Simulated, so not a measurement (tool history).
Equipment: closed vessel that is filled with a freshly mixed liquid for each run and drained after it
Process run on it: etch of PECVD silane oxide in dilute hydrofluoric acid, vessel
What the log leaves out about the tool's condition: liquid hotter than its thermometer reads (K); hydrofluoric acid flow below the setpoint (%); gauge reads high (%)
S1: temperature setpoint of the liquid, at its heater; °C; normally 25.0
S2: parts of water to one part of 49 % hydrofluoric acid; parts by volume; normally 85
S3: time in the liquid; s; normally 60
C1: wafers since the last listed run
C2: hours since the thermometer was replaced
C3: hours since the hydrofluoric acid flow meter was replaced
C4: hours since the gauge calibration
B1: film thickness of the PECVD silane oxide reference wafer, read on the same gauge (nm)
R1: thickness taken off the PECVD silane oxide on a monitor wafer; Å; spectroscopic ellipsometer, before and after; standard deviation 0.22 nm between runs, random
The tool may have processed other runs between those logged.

run 1 day=0.000 | S1=25.0 S2=85 S3=85 | C1=0 C2=315.2 C3=1095.6 C4=961.5 | B1=70.01 | R1=299.9
run 2 day=1.296 | S1=25.0 S2=85 S3=85 | C1=3275 C2=346.3 C3=1126.7 C4=992.6 | B1=69.98 | R1=307.7
run 3 day=2.450 | S1=25.0 S2=100 S3=60 | C1=2916 C2=374.0 C3=1154.4 C4=1020.3 | B1=70.02 | R1=180.8
run 4 day=3.642 | S1=25.0 S2=100 S3=60 | C1=3011 C2=402.6 C3=1183.0 C4=1048.9 | B1=70.00 | R1=178.6
run 5 day=6.017 | S1=25.0 S2=85 S3=60 | C1=6002 C2=459.6 C3=1240.0 C4=1105.9 | B1=70.01 | R1=212.1
run 6 day=7.558 | S1=25.0 S2=85 S3=60 | C1=3896 C2=496.6 C3=1277.0 C4=1142.9 | B1=69.96 | R1=213.3
run 7 day=11.383 | S1=25.0 S2=85 S3=60 | C1=9667 C2=588.4 C3=1368.8 C4=1234.7 | B1=69.96 | R1=211.6
run 8 day=13.325 | S1=25.0 S2=85 S3=60 | C1=4907 C2=635.0 C3=1415.4 C4=1281.3 | B1=70.01 | R1=210.9
-- day=14.525 gauge calibrated
run 9 day=14.621 | S1=25.0 S2=85 S3=60 | C1=3275 C2=666.1 C3=1446.5 C4=2.3 | B1=69.95 | R1=206.9
run 10 day=16.333 | S1=27.5 S2=100 S3=60 | C1=4328 C2=707.2 C3=1487.6 C4=43.4 | B1=70.00 | R1=190.5
run 11 day=19.333 | S1=25.0 S2=105 S3=60 | C1=7582 C2=779.2 C3=1559.6 C4=115.4 | B1=69.97 | R1=164.6
run 12 day=21.771 | S1=25.0 S2=105 S3=60 | C1=6160 C2=837.7 C3=1618.1 C4=173.9 | B1=69.99 | R1=163.9
run 13 day=23.679 | S1=28.5 S2=85 S3=60 | C1=4823 C2=883.5 C3=1663.9 C4=219.7 | B1=70.01 | R1=236.4
-- day=25.054 hydrofluoric acid flow meter replaced
run 14 day=25.650 | S1=22.5 S2=85 S3=40 | C1=4875 C2=930.8 C3=14.3 C4=267.0 | B1=70.04 | R1=115.9
run 15 day=27.033 | S1=25.0 S2=85 S3=60 | C1=3496 C2=964.0 C3=47.5 C4=300.2 | B1=70.03 | R1=193.5
run 16 day=29.642 | S1=25.0 S2=70 S3=60 | C1=6592 C2=1026.6 C3=110.1 C4=362.8 | B1=69.98 | R1=233.9
run 17 day=32.350 | S1=25.0 S2=60 S3=30 | C1=6844 C2=1091.6 C3=175.1 C4=427.8 | B1=70.00 | R1=140.9
-- day=32.546 thermometer replaced
-- day=33.396 hydrofluoric acid flow meter replaced, repeated, since the last time left the tool worse
run 18 day=33.979 | S1=20.0 S2=75 S3=75 | C1=3906 C2=34.4 C3=14.0 C4=466.9 | B1=69.98 | R1=264.5
run 19 day=36.021 | S1=23.5 S2=75 S3=40 | C1=5160 C2=83.4 C3=63.0 C4=515.9 | B1=70.00 | R1=163.8
run 20 day=38.571 | S1=27.0 S2=125 S3=35 | C1=6444 C2=144.6 C3=124.2 C4=577.1 | B1=69.95 | R1=92.7
run 21 day=40.104 | S1=25.0 S2=85 S3=95 | C1=3875 C2=181.4 C3=161.0 C4=613.9 | B1=69.97 | R1=359.1
run 22 day=41.850 | S1=25.0 S2=85 S3=60 | C1=4412 C2=223.3 C3=202.9 C4=655.8 | B1=69.99 | R1=226.1
run 23 day=43.412 | S1=25.0 S2=115 S3=60 | C1=3948 C2=260.8 C3=240.4 C4=693.3 | B1=69.98 | R1=160.1

What will run 24 give?
run 24 day=45.229 | S1=25.0 S2=85 S3=40 | C1=4591 C2=304.4 C3=284.0 C4=736.9 | B1=? | R1=?

B1: 70.00
R1: 151.5 Å
Minus the tool's unlogged condition, the same run would have read R1 155.4 Å.
